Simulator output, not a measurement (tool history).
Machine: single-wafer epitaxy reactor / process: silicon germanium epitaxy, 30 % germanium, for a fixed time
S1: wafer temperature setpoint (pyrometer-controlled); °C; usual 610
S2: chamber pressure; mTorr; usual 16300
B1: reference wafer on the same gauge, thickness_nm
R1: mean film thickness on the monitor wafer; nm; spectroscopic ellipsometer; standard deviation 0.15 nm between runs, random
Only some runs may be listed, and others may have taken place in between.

| run | hour | S1 | S2 | B1 | R1 |
|---|---|---|---|---|---|
| 1 | 0 | 605 | 13000 | 65.262 | 56.102 |
| 2 | 16.7 | 610 | 16300 | 65.31 | 64.747 |
| 3 | 30.5 | 610 | 16300 | 65.367 | 64.867 |
| 4 | 44.6 | 599 | 16300 | 65.371 | 54.372 |
| 5 | 60.7 | 599 | 16300 | 65.433 | 54.33 |
| 6 | 89.6 | 610 | 16300 | 65.516 | 64.951 |
| 7 | 116.3 | 610 | 16300 | 65.591 | 65.011 |
|  | 131.8 | showerhead replaced |
|  | 138.8 | pyrometer calibrated |
| 8 | 139.3 | 610 | 14200 | 65.632 | 62.285 |
|  | 149.8 | capacitance manometer re-zeroed and calibrated |
| 9 | 150.3 | 615 | 13200 | 65.692 | 66.079 |
|  | 160.1 | gauge calibrated |
| 10 | 176.1 | 619 | 15200 | 65.194 | 72.763 |
| 11 | 198.3 | 601 | 16300 | 65.263 | 55.822 |
| 12 | 211.7 | 610 | 16300 | 65.318 | 64.662 |
| 13 | 237 | 610 | 14000 | 65.395 | 61.776 |
| 14 | 255.2 | 610 | 16300 | 65.384 | 64.703 |
| 15 | 289.6 | 598 | 19800 | 65.48 | 56.995 |

Had the tool no unlogged condition, and each run kept its random variation, what would the results have been?
The tool's hidden condition here consists of: wafer temperature above the value expected at the setpoint (K); true pressure above the setpoint (%); gauge reads high (%).
| run | R1 |
|---|---|
| 1 | 56.04 |
| 2 | 64.633 |
| 3 | 64.717 |
| 4 | 54.216 |
| 5 | 54.139 |
| 6 | 64.648 |
| 7 | 64.64 |
| 8 | 61.873 |
| 9 | 65.613 |
| 10 | 72.765 |
| 11 | 55.774 |
| 12 | 64.572 |
| 13 | 61.627 |
| 14 | 64.5 |
| 15 | 56.739 |
